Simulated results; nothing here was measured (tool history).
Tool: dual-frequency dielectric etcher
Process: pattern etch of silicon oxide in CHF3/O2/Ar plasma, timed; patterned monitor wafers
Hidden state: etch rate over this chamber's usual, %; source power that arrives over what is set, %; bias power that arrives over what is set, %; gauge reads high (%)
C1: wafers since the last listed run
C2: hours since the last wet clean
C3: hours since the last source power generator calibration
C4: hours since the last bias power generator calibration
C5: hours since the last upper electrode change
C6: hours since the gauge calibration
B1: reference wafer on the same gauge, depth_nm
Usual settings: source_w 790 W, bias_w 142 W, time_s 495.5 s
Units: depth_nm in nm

Run 1, hour 0: usual settings but bias_w 168 W; C1 0; C2 133.6; C3 2735.5; C4 2070.8; C5 5124.8; C6 433.7; B1 1044.4. Result: depth_nm 996.9 nm.
Run 2, hour 16.3: usual settings but bias_w 168 W; C1 66; C2 149.9; C3 2751.8; C4 2087.1; C5 5141.1; C6 450; B1 1044.8. Result: depth_nm 1005.2 nm.
Run 3, hour 47.1: usual settings but bias_w 168 W; C1 125; C2 180.7; C3 2782.6; C4 2117.9; C5 5171.9; C6 480.8; B1 1045.3. Result: depth_nm 1018.4 nm.
Run 4, hour 59.7: usual settings; C1 51; C2 193.3; C3 2795.2; C4 2130.5; C5 5184.5; C6 493.4; B1 1045.2. Result: depth_nm 962.4 nm.
Run 5, hour 87.5: usual settings; C1 112; C2 221.1; C3 2823; C4 2158.3; C5 5212.3; C6 521.2; B1 1045.2. Result: depth_nm 973.7 nm.
Run 6, hour 120.9: usual settings; C1 135; C2 254.5; C3 2856.4; C4 2191.7; C5 5245.7; C6 554.6; B1 1044.1. Result: depth_nm 958.3 nm.
Run 7, hour 146: usual settings but bias_w 132 W, time_s 547.5 s; C1 101; C2 279.6; C3 2881.5; C4 2216.8; C5 5270.8; C6 579.7; B1 1044.6. Result: depth_nm 1049.7 nm.
Run 8, hour 162.4: usual settings but bias_w 132 W, time_s 547.5 s; C1 66; C2 296; C3 2897.9; C4 2233.2; C5 5287.2; C6 596.1; B1 1045.1. Result: depth_nm 1055.2 nm.
Run 9, hour 180.1: usual settings but bias_w 132 W, time_s 547.5 s; C1 71; C2 313.7; C3 2915.6; C4 2250.9; C5 5304.9; C6 613.8; B1 1046.2. Result: depth_nm 1056.6 nm.
Run 10, hour 206.4: usual settings; C1 106; C2 340; C3 2941.9; C4 2277.2; C5 5331.2; C6 640.1; B1 1044.5. Result: depth_nm 977.9 nm.
At hour 235.3: source power generator calibrated.
At hour 246.7: wet clean of the chamber.
At hour 249.9: upper electrode replaced.
Run 11, hour 250.4: usual settings; C1 103; C2 3.7; C3 15.1; C4 2321.2; C5 0.5; C6 684.1; B1 1046.2. Result: depth_nm 945.8 nm.
Run 12, hour 261.4: usual settings; C1 44; C2 14.7; C3 26.1; C4 2332.2; C5 11.5; C6 695.1; B1 1044.5. Result: depth_nm 938.5 nm.
Run 13, hour 292.4: usual settings; C1 125; C2 45.7; C3 57.1; C4 2363.2; C5 42.5; C6 726.1; B1 1043.7. Result: depth_nm 934.4 nm.
Run 14, hour 312.3: usual settings but time_s 357.5 s; C1 80; C2 65.6; C3 77; C4 2383.1; C5 62.4; C6 746; B1 1044.2. Result: depth_nm 675.5 nm.
Run 15, hour 325.8: usual settings but source_w 970 W, bias_w 171 W, time_s 623 s; C1 54; C2 79.1; C3 90.5; C4 2396.6; C5 75.9; C6 759.5; B1 1044.8. Result: depth_nm 1365.9 nm.
Run 16, hour 349.4: usual settings but bias_w 132 W, time_s 547.5 s; C1 95; C2 102.7; C3 114.1; C4 2420.2; C5 99.5; C6 783.1; B1 1046.3. Result: depth_nm 1037.1 nm.
Run 17, hour 371.3: usual settings; C1 88; C2 124.6; C3 136; C4 2442.1; C5 121.4; C6 805; B1 1045. Result: depth_nm 955.3 nm.
At hour 383.5: gauge calibrated.
Run 18, hour 390: usual settings but source_w 630 W, time_s 612 s; C1 75; C2 143.3; C3 154.7; C4 2460.8; C5 140.1; C6 6.5; B1 1046.2. Result: depth_nm 1067.2 nm.
Run 19, hour 425.7: usual settings but time_s 559.5 s; C1 144; C2 179; C3 190.4; C4 2496.5; C5 175.8; C6 42.2; B1 1045.3. Result: depth_nm 1076.2 nm.
Run 20, hour 444.3: usual settings but time_s 378.5 s; C1 75; C2 197.6; C3 209; C4 2515.1; C5 194.4; C6 60.8; B1 1045.9. Result: depth_nm 737.4 nm.
Run 21, hour 460.7: usual settings but source_w 600 W, time_s 643.5 s; C1 66; C2 214; C3 225.4; C4 2531.5; C5 210.8; C6 77.2; B1 1045.1. Result: depth_nm 1098.3 nm.
Run 22, hour 488.7: usual settings but source_w 680 W, bias_w 123 W, time_s 547.5 s; C1 113; C2 242; C3 253.4; C4 2559.5; C5 238.8; C6 105.2; B1 1043.9. Result: depth_nm 965.1 nm.
At hour 510.6: bias power generator calibrated.
Run 23, hour 517.9: usual settings; C1 102; C2 271.2; C3 282.6; C4 7.3; C5 268; C6 134.4; B1 1045.9. Result: depth_nm 978.2 nm.
Run 24, hour 540.2: usual settings; C1 90; C2 293.5; C3 304.9; C4 29.6; C5 290.3; C6 156.7; B1 1045. Result: depth_nm 965.1 nm.
Run 25, hour 556.9: usual settings but time_s 624.5 s; C1 67; C2 310.2; C3 321.6; C4 46.3; C5 307; C6 173.4; B1 1043.6. Result: depth_nm 1224.4 nm.
Run 26, hour 577.4: usual settings but source_w 660 W, bias_w 118 W; C1 83; C2 330.7; C3 342.1; C4 66.8; C5 327.5; C6 193.9; B1 1044. Result: depth_nm 863.7 nm.
Run 27, hour 604.8: usual settings; C1 111; C2 358.1; C3 369.5; C4 94.2; C5 354.9; C6 221.3; B1 1045. Result: depth_nm 987 nm.
Run 28, hour 630: usual settings but bias_w 122 W, time_s 440.5 s; C1 102; C2 383.3; C3 394.7; C4 119.4; C5 380.1; C6 246.5; B1 1043.3. Result: depth_nm 842 nm.
At hour 672.2: wet clean of the chamber.
Run 29, hour 672.7: usual settings; C1 75; C2 0.5; C3 437.4; C4 162.1; C5 422.8; C6 289.2; B1 1044.3. Result: depth_nm 934.5 nm.
Run 30, hour 673.1: usual settings; C1 1; C2 0.9; C3 437.8; C4 162.5; C5 423.2; C6 289.6; B1 1043.9. Result: depth_nm 930.7 nm.

Forecast each of these 4 alternatives for the next run:
Run A, hour 673.7: usual settings but bias_w 108 W; C1 2; C2 1.5; C3 438.4; C4 163.1; C5 423.8; C6 290.2; B1 ?. Result: depth_nm ?.
Run B, hour 673.7: usual settings but time_s 423 s; C1 2; C2 1.5; C3 438.4; C4 163.1; C5 423.8; C6 290.2; B1 ?. Result: depth_nm ?.
Run C, hour 673.7: usual settings but bias_w 155 W; C1 2; C2 1.5; C3 438.4; C4 163.1; C5 423.8; C6 290.2; B1 ?. Result: depth_nm ?.
Run D, hour 673.7: usual settings but bias_w 119 W, time_s 444.5 s; C1 2; C2 1.5; C3 438.4; C4 163.1; C5 423.8; C6 290.2; B1 ?. Result: depth_nm ?.

run      B1  depth_nm
  A  1045.3     875.7
  B  1045.3       803
  C  1045.3     963.8
  D  1045.3     805.1
Without the tool's hidden state the same runs would have given:
run  depth_nm
  A     876.2
  B     803.5
  C     964.4
  D     805.5
